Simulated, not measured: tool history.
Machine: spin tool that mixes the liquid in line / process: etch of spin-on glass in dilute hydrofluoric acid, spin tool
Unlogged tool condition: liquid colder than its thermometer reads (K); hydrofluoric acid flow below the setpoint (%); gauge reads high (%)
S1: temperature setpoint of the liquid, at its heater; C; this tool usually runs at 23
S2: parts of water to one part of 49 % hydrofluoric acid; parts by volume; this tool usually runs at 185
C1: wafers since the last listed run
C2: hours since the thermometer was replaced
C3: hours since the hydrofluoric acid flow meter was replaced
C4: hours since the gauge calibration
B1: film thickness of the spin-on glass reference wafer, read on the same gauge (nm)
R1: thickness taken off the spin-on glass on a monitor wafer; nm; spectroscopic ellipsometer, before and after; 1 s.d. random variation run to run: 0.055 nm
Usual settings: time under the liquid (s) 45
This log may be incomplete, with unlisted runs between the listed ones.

Run 1, hour 0: usual settings; C1 0; C2 2032.2; C3 2025.1; C4 160.9; B1 79.68. Result: R1 9.61 nm.
Run 2, hour 18.3: usual settings; C1 154; C2 2050.5; C3 2043.4; C4 179.2; B1 79.61. Result: R1 9.74 nm.
Run 3, hour 32.8: usual settings; C1 122; C2 2065; C3 2057.9; C4 193.7; B1 79.59. Result: R1 9.7 nm.
Run 4, hour 47.4: usual settings; C1 123; C2 2079.6; C3 2072.5; C4 208.3; B1 79.55. Result: R1 9.78 nm.
Run 5, hour 59.7: usual settings; C1 104; C2 2091.9; C3 2084.8; C4 220.6; B1 79.53. Result: R1 9.77 nm.
Run 6, hour 73.7: usual settings; C1 118; C2 2105.9; C3 2098.8; C4 234.6; B1 79.45. Result: R1 9.79 nm.
Run 7, hour 97.3: usual settings; C1 199; C2 2129.5; C3 2122.4; C4 258.2; B1 79.42. Result: R1 9.66 nm.
Run 8, hour 113.4: usual settings; C1 136; C2 2145.6; C3 2138.5; C4 274.3; B1 79.38. Result: R1 9.69 nm.
Run 9, hour 145.1: usual settings; C1 268; C2 2177.3; C3 2170.2; C4 306; B1 79.28. Result: R1 9.73 nm.
Run 10, hour 180.4: usual settings but S1 27.5 C, S2 260 parts by volume, time under the liquid (s) 35; C1 298; C2 2212.6; C3 2205.5; C4 341.3; B1 79.1. Result: R1 5.76 nm.
Run 11, hour 197: usual settings but S2 215 parts by volume; C1 140; C2 2229.2; C3 2222.1; C4 357.9; B1 79.02. Result: R1 8.03 nm.
Run 12, hour 218.1: usual settings but S1 25 C, S2 255 parts by volume; C1 178; C2 2250.3; C3 2243.2; C4 379; B1 78.92. Result: R1 6.98 nm.
Run 13, hour 252.5: usual settings but S2 155 parts by volume; C1 290; C2 2284.7; C3 2277.6; C4 413.4; B1 78.74. Result: R1 11.89 nm.
Run 14, hour 284.2: usual settings; C1 268; C2 2316.4; C3 2309.3; C4 445.1; B1 78.58. Result: R1 9.7 nm.
At hour 293.9: gauge calibrated.
At hour 295.2: thermometer replaced.
At hour 299.2: hydrofluoric acid flow meter replaced.
Run 15, hour 358.8: usual settings; C1 613; C2 63.6; C3 59.6; C4 64.9; B1 79.94. Result: R1 9.75 nm.
Run 16, hour 392.3: usual settings but S1 27.5 C, S2 115 parts by volume; C1 283; C2 97.1; C3 93.1; C4 98.4; B1 79.92. Result: R1 20.35 nm.
Run 17, hour 418.2: usual settings but S2 125 parts by volume; C1 219; C2 123; C3 119; C4 124.3; B1 79.87. Result: R1 15.37 nm.
Run 18, hour 433.3: usual settings; C1 127; C2 138.1; C3 134.1; C4 139.4; B1 79.88. Result: R1 9.79 nm.

Selected run-to-run steps in R1, each split into two signed amounts: the part the tool would show with no hidden state at all (from settings, incoming material and random variation), and the remainder, which goes to the hidden state together with any gauge scatter not common to the measured and the hidden-state-free results:
Run 14 -> 15: gauge calibrated, thermometer replaced, hydrofluoric acid flow meter replaced. R1 +0.05 nm: hidden state +0.17, all else -0.12.
Run 15 -> 16: S1 23 -> 27.5, S2 185 -> 115. R1 +10.6 nm: hidden state -0.01, all else +10.61.

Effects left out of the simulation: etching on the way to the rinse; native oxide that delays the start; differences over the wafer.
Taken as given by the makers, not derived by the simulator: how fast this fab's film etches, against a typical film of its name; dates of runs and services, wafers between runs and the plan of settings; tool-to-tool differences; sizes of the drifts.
